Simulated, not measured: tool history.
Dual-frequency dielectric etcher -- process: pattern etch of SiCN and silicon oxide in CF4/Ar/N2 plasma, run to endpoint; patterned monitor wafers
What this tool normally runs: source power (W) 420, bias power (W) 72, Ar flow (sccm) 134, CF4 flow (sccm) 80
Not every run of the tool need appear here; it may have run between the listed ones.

| run | day | source power (W) | bias power (W) | Ar flow (sccm) | CF4 flow (sccm) | wafers since the last listed run | hours since the last wet clean | hours since the last source power generator calibration | hours since the last bias power generator calibration | hours since the last Ar flow controller change | hours since the last CF4 flow controller change | hours since the last upper electrode change | incoming incoming film thickness, nm | endpoint time (s) |
|---|---|---|---|---|---|---|---|---|---|---|---|---|---|---|
| 1 | 0.000 | 390 | 72 | 134 | 80 | 0 | 177.8 | 2614.7 | 1411.5 | 3553.3 | 5675.3 | 3940.1 | 17.80 | 25.1 |
| 2 | 1.621 | 390 | 72 | 134 | 80 | 486 | 216.7 | 2653.6 | 1450.4 | 3592.2 | 5714.2 | 3979.0 | 17.92 | 25.4 |
| 3 | 3.658 | 390 | 72 | 134 | 80 | 611 | 265.6 | 2702.5 | 1499.3 | 3641.1 | 5763.1 | 4027.9 | 17.67 | 25.1 |
| 4 | 4.858 | 420 | 72 | 134 | 68 | 360 | 294.4 | 2731.3 | 1528.1 | 3669.9 | 5791.9 | 4056.7 | 17.79 | 24.4 |
| 5 | 7.179 | 420 | 72 | 134 | 68 | 697 | 350.1 | 2787.0 | 1583.8 | 3725.6 | 5847.6 | 4112.4 | 17.78 | 24.5 |
| 6 | 8.612 | 420 | 72 | 134 | 80 | 430 | 384.5 | 2821.4 | 1618.2 | 3760.0 | 5882.0 | 4146.8 | 17.89 | 23.6 |
| 7 | 9.946 | 420 | 89 | 124 | 80 | 400 | 416.5 | 2853.4 | 1650.2 | 3792.0 | 5914.0 | 4178.8 | 17.80 | 21.3 |
|  | 11.621 | wet clean of the chamber |
| 8 | 12.025 | 420 | 72 | 134 | 80 | 324 | 9.7 | 2903.3 | 1700.1 | 3841.9 | 5963.9 | 4228.7 | 17.74 | 23.5 |
|  | 13.208 | upper electrode replaced |
| 9 | 13.388 | 420 | 72 | 134 | 80 | 108 | 42.4 | 2936.0 | 1732.8 | 3874.6 | 5996.6 | 4.3 | 17.87 | 23.6 |
|  | 15.138 | source power generator calibrated |
|  | 15.358 | Ar flow controller replaced |
| 10 | 15.646 | 420 | 72 | 117 | 80 | 561 | 96.6 | 12.2 | 1787.0 | 6.9 | 6050.8 | 58.5 | 17.81 | 23.1 |
| 11 | 17.875 | 420 | 83 | 134 | 75 | 669 | 150.1 | 65.7 | 1840.5 | 60.4 | 6104.3 | 112.0 | 17.69 | 22.3 |
| 12 | 21.854 | 420 | 63 | 134 | 68 | 1195 | 245.6 | 161.2 | 1936.0 | 155.9 | 6199.8 | 207.5 | 17.88 | 26.0 |
|  | 27.375 | bias power generator calibrated |
| 13 | 30.308 | 460 | 72 | 125 | 66 | 2489 | 448.5 | 364.1 | 70.4 | 358.8 | 6402.7 | 410.4 | 17.78 | 22.1 |
|  | 31.567 | CF4 flow controller replaced |
|  | 32.588 | wet clean of the chamber |
| 14 | 33.246 | 420 | 61 | 134 | 80 | 506 | 15.8 | 434.6 | 140.9 | 429.3 | 40.3 | 480.9 | 17.72 | 24.8 |
| 15 | 35.479 | 420 | 85 | 134 | 89 | 670 | 69.4 | 488.2 | 194.5 | 482.9 | 93.9 | 534.5 | 17.88 | 21.0 |
| 16 | 37.525 | 420 | 72 | 134 | 80 | 614 | 118.5 | 537.3 | 243.6 | 532.0 | 143.0 | 583.6 | 17.98 | 23.2 |
| 17 | 39.117 | 420 | 72 | 134 | 67 | 478 | 156.7 | 575.5 | 281.8 | 570.2 | 181.2 | 621.8 | 17.71 | 23.9 |
| 18 | 41.629 | 420 | 72 | 134 | 62 | 754 | 217.0 | 635.8 | 342.1 | 630.5 | 241.5 | 682.1 | 17.78 | 24.8 |
| 19 | 43.458 | 500 | 66 | 110 | 90 | 549 | 260.9 | 679.7 | 386.0 | 674.4 | 285.4 | 726.0 | 17.79 | 19.4 |
| 20 | 46.450 | 420 | 72 | 134 | 80 | 898 | 332.7 | 751.5 | 457.8 | 746.2 | 357.2 | 797.8 | 17.81 | 23.1 |
| 21 | 48.317 | 350 | 72 | 159 | 71 | 560 | 377.5 | 796.3 | 502.6 | 791.0 | 402.0 | 842.6 | 17.70 | 29.1 |
| 22 | 49.333 | 420 | 72 | 134 | 80 | 305 | 401.9 | 820.7 | 527.0 | 815.4 | 426.4 | 867.0 | 17.84 | 23.2 |
| 23 | 51.425 | 360 | 72 | 167 | 80 | 628 | 452.1 | 870.9 | 577.2 | 865.6 | 476.6 | 917.2 | 17.88 | 27.7 |

Hidden condition of the tool, last listed run before each entry between runs versus first listed run after:
In the gap between runs 7 and 8: wet clean of the chamber (day 11.621)
  bias power that arrives over what is set, %: -3.9 -> -4.01
  measured less the result without the state, endpoint time (s): +0.4 -> +0.4
In the gap between runs 8 and 9: upper electrode replaced (day 13.208)
  bias power that arrives over what is set, %: -4.01 -> -4.08
  measured less the result without the state, endpoint time (s): +0.4 -> +0.5
In the gap between runs 9 and 10: source power generator calibrated (day 15.138); Ar flow controller replaced (day 15.358)
  bias power that arrives over what is set, %: -4.08 -> -4.19
  measured less the result without the state, endpoint time (s): +0.5 -> +0.5
In the gap between runs 12 and 13: bias power generator calibrated (day 27.375)
  bias power that arrives over what is set, %: -4.51 -> 0.26
  measured less the result without the state, endpoint time (s): +0.5 -> +0.0
In the gap between runs 13 and 14: CF4 flow controller replaced (day 31.567); wet clean of the chamber (day 32.588)
  bias power that arrives over what is set, %: 0.26 -> 0.111
  measured less the result without the state, endpoint time (s): +0.0 -> +0.0
